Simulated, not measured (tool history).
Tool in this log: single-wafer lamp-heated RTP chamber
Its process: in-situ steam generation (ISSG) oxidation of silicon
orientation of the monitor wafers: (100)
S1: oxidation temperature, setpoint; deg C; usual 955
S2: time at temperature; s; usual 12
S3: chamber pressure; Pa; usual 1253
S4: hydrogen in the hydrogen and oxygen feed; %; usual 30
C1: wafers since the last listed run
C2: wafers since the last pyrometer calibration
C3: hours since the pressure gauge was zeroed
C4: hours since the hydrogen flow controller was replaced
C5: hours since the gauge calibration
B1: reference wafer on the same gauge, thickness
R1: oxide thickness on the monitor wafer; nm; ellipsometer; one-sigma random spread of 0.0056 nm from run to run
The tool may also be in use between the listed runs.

run,hour,S1,S2,S3,S4,C1,C2,C3,C4,C5,B1,R1
1,0.0,955,12,1253,32,0,4266,1571.5,5775.6,111.2,4.391,3.852
2,27.5,955,12,1253,32,216,4482,1599.0,5803.1,138.7,4.389,3.842
3,44.1,948,12,1253,30,130,4613,1615.6,5819.7,155.3,4.393,3.711
4,140.5,967,12,1253,30,758,5371,1712.0,5916.1,251.7,4.388,3.907
5,160.4,967,12,1253,30,156,5528,1731.9,5936.0,271.6,4.390,3.911
6,241.2,955,12,1253,30,635,6163,1812.7,6016.8,352.4,4.392,3.788
7,270.4,968,12,1253,30,229,6393,1841.9,6046.0,381.6,4.390,3.931
8,287.5,968,12,1253,30,134,6528,1859.0,6063.1,398.7,4.389,3.924
9,321.0,955,12,1253,30,263,6791,1892.5,6096.6,432.2,4.390,3.799
10,336.2,938,17,1253,22,119,6911,1907.7,6111.8,447.4,4.392,3.847
11,362.5,939,12,1120,32,206,7118,1934.0,6138.1,473.7,4.390,3.779
# hour 373.7: gauge calibrated
12,377.3,955,15,1253,30,116,7234,1948.8,6152.9,3.6,4.391,4.135
# hour 411.7: hydrogen flow controller replaced
13,412.3,955,12,1253,32,212,7447,1983.8,0.6,38.6,4.389,3.866
# hour 430.9: pressure gauge zeroed
14,436.5,955,12,1253,30,127,7574,5.6,24.8,62.8,4.389,3.801
# hour 455.9: pyrometer window cleaned and pyrometer calibrated
15,465.4,955,9,1120,30,164,74,34.5,53.7,91.7,4.390,3.442
16,540.0,955,16,1253,30,586,661,109.1,128.3,166.3,4.390,4.179
17,565.4,942,12,1253,32,199,861,134.5,153.7,191.7,4.387,3.695
18,582.3,970,8,1253,30,132,994,151.4,170.6,208.6,4.389,3.349
19,609.8,955,12,1107,30,216,1210,178.9,198.1,236.1,4.391,3.827

Pick out some run-to-run changes in R1. Of each, how much would a tool without hidden state show as well, from the settings, what came in and chance, and how much is left for the hidden state and any gauge scatter not in both results compared?
Unlogged tool condition in this case: true wafer temperature minus pyrometer reading, K; true pressure minus gauge reading, Torr; deviation of the hydrogen flow from its setpoint, %; gauge reads high (%).
Run 14 -> 15: S2 12 -> 9, S3 1253 -> 1120, pyrometer window cleaned and pyrometer calibrated. R1 -0.359 nm: hidden state -0.061, all else -0.298.
Run 15 -> 16: S2 9 -> 16, S3 1120 -> 1253. R1 +0.737 nm: hidden state +0.010, all else +0.727.

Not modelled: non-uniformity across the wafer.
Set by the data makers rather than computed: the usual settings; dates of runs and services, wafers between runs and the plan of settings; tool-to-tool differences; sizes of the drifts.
